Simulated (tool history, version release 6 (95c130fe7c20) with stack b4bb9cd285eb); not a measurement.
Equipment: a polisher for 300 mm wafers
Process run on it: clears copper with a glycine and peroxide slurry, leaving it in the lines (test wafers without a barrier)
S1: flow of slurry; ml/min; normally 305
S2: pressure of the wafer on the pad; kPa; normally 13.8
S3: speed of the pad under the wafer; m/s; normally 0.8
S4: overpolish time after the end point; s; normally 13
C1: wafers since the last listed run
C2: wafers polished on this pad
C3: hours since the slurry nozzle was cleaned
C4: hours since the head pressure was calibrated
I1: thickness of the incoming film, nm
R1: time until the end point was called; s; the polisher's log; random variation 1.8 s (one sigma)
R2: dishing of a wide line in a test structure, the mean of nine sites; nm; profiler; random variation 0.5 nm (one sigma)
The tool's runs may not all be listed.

run 1 hour=0 | S1=305 S2=15.2 S3=0.8 S4=13 | C1=0 C2=511 C3=334.5 C4=116.5 | I1=536.4 | R1=117.4 R2=37.9
run 2 hour=79.1 | S1=305 S2=15.2 S3=0.8 S4=13 | C1=444 C2=955 C3=413.6 C4=195.6 | I1=538 | R1=120.7 R2=36.3
-- hour=147.7 slurry nozzle cleaned
run 3 hour=162.4 | S1=305 S2=15.2 S3=0.8 S4=13 | C1=462 C2=1417 C3=14.7 C4=278.9 | I1=533.3 | R1=120.9 R2=35.1
-- hour=210.5 worn pad replaced by a new one
run 4 hour=211 | S1=380 S2=13.8 S3=0.8 S4=13 | C1=250 C2=2 C3=63.3 C4=327.5 | I1=533.2 | R1=116 R2=38.3
run 5 hour=306.3 | S1=305 S2=13.8 S3=0.8 S4=13 | C1=535 C2=538 C3=158.6 C4=422.8 | I1=534.6 | R1=123.3 R2=35.7
run 6 hour=386.1 | S1=305 S2=13.8 S3=0.8 S4=13 | C1=448 C2=986 C3=238.4 C4=502.6 | I1=536.5 | R1=130.8 R2=35.1
-- hour=478.6 worn pad replaced by a new one
run 7 hour=482.9 | S1=305 S2=13.8 S3=0.8 S4=13 | C1=521 C2=23 C3=335.2 C4=599.4 | I1=543.8 | R1=123.1 R2=37.3
-- hour=541.2 slurry nozzle cleaned
run 8 hour=559.4 | S1=305 S2=13.8 S3=0.8 S4=13 | C1=424 C2=447 C3=18.2 C4=675.9 | I1=544.5 | R1=127 R2=34.3
run 9 hour=652.7 | S1=385 S2=10.3 S3=0.8 S4=7 | C1=524 C2=971 C3=111.5 C4=769.2 | I1=550.3 | R1=162.3 R2=16.4
-- hour=682.2 head pressure recalibrated
run 10 hour=741.6 | S1=305 S2=17.9 S3=0.62 S4=7 | C1=488 C2=1460 C3=200.4 C4=59.4 | I1=539.9 | R1=136.5 R2=19.2
-- hour=759.6 worn pad replaced by a new one
run 11 hour=944.4 | S1=305 S2=9.7 S3=0.62 S4=7 | C1=1116 C2=1037 C3=403.2 C4=262.2 | I1=535.4 | R1=194.3 R2=13.8
-- hour=1006.9 slurry nozzle cleaned
run 12 hour=1007.4 | S1=305 S2=17.2 S3=0.64 S4=13 | C1=348 C2=1386 C3=0.5 C4=325.2 | I1=536.9 | R1=134.2 R2=33.9
-- hour=1052.4 worn pad replaced by a new one
run 13 hour=1054.6 | S1=305 S2=13.8 S3=0.8 S4=13 | C1=242 C2=12 C3=47.7 C4=372.4 | I1=548.5 | R1=120.6 R2=37.3
run 14 hour=1124.8 | S1=340 S2=13.8 S3=0.56 S4=11 | C1=394 C2=406 C3=117.9 C4=442.6 | I1=546.5 | R1=159.2 R2=25.8
run 15 hour=1202.6 | S1=305 S2=13.8 S3=0.8 S4=20 | C1=436 C2=843 C3=195.7 C4=520.4 | I1=527.9 | R1=125.6 R2=49.2
run 16 hour=1298.4 | S1=305 S2=15.2 S3=0.8 S4=13 | C1=538 C2=1381 C3=291.5 C4=616.2 | I1=542.9 | R1=124.8 R2=35.7
-- hour=1362.1 worn pad replaced by a new one
run 17 hour=1371.9 | S1=305 S2=18.6 S3=0.8 S4=8 | C1=390 C2=54 C3=365 C4=689.7 | I1=540.5 | R1=98 R2=29.5

Below are 3 alternative next runs, each starting from the tool's condition after run 17. Predict each:
run A hour=1372.4 | S1=305 S2=11 S3=0.8 S4=13 | C1=2 C2=57 C3=365.5 C4=690.2 | I1=549.6 | R1=? R2=?
run B hour=1372.4 | S1=305 S2=9.7 S3=0.8 S4=13 | C1=2 C2=57 C3=365.5 C4=690.2 | I1=549.6 | R1=? R2=?
run C hour=1372.4 | S1=400 S2=13.8 S3=0.8 S4=18 | C1=2 C2=57 C3=365.5 C4=690.2 | I1=549.6 | R1=? R2=?

run=A R1=145.9 R2=32.1
run=B R1=159.5 R2=29.6
run=C R1=121.8 R2=49.3
The same runs, with their run-to-run variation unchanged, on a tool lacking any hidden condition would have given:
run=A R1=144.8 R2=32.3
run=B R1=158.3 R2=29.8
run=C R1=120.9 R2=49.6
